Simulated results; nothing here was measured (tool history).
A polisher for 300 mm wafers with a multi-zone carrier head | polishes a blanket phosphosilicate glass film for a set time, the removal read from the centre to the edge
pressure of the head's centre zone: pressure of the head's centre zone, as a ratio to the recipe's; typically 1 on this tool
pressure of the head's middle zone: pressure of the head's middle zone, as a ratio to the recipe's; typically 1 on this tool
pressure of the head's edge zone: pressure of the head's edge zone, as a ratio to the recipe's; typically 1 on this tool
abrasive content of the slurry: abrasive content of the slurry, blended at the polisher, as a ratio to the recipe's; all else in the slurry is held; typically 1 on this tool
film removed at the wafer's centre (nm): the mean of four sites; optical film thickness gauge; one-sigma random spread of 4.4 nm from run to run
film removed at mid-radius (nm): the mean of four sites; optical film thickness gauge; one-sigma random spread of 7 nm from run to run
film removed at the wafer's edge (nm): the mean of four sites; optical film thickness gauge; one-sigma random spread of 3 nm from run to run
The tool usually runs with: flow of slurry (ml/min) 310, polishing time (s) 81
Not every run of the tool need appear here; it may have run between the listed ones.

run    day  flow of slurry (ml/min)  pressure of the head's centre zone  pressure of the head's middle zone  pressure of the head's edge zone  abrasive content of the slurry  polishing time (s)  incoming thickness of the incoming film, nm  film removed at the wafer's centre (nm)  film removed at mid-radius (nm)  film removed at the wafer's edge (nm)
  1      0                      390                                   1                                   1                                 1                               1                  81                                       3747.8                                    402.2                            454.9                                    441
  2  0.267                      310                                   1                                   1                                 1                               1                  81                                       3743.5                                    401.3                            444.2                                  438.5
  3    0.8                      310                                   1                                0.97                                 1                               1                  81                                       3685.8                                    395.3                            436.8                                  440.4
  4  1.375                      310                                   1                                   1                                 1                               1                  81                                       3760.9                                    385.6                            454.8                                  436.3
  5  1.746                      310                                   1                                   1                                 1                               1                  81                                       3758.8                                    401.1                            447.6                                  438.1
  6  2.442                      310                                   1                                0.94                                 1                            0.85                  81                                       3729.8                                    353.1                            383.2                                  384.7
     2.867  -- centre zone pressure recalibrated
  7  2.888                      310                                   1                                   1                                 1                               1                  81                                       3732.8                                    442.6                            451.1                                    433
  8  3.508                      310                                   1                                   1                                 1                               1                  81                                       3691.6                                    439.9                            442.4                                  438.4
  9  3.838                      310                                   1                                   1                                 1                               1                  81                                       3725.4                                      437                            451.7                                  431.9
     4.425  -- worn pad replaced by a new one
 10  4.446                      310                                   1                                   1                                 1                             0.7                  81                                       3699.3                                    333.2                            336.5                                    332
 11  5.104                      310                                1.12                                0.94                              0.94                               1                  60                                       3741.5                                      375                            334.5                                  324.9
 12  5.379                      390                                   1                                   1                                 1                               1                  81                                       3657.8                                    453.3                            473.7                                  454.2
     5.617  -- slurry nozzle cleaned
 13  5.942                      245                                1.09                                   1                              0.93                             1.2                  81                                       3715.7                                    535.1                            496.6                                  476.3
     6.254  -- carrier head's membrane replaced by a new one
 14  6.317                      310                                   1                                   1                                 1                               1                  81                                       3714.9                                    442.6                            456.8                                    447

Expected results for the next run?
 15  6.962                      310                                   1                                0.97                                 1                               1                 105                                       3711.4                                        ?                                ?                                      ?

Logged for run 15: film removed at the wafer's centre (nm) 561.4, film removed at mid-radius (nm) 584, film removed at the wafer's edge (nm) 579.3.
Minus the tool's unlogged condition, the same run would have read film removed at the wafer's centre (nm) 599.1, film removed at mid-radius (nm) 598.9, film removed at the wafer's edge (nm) 594.2.
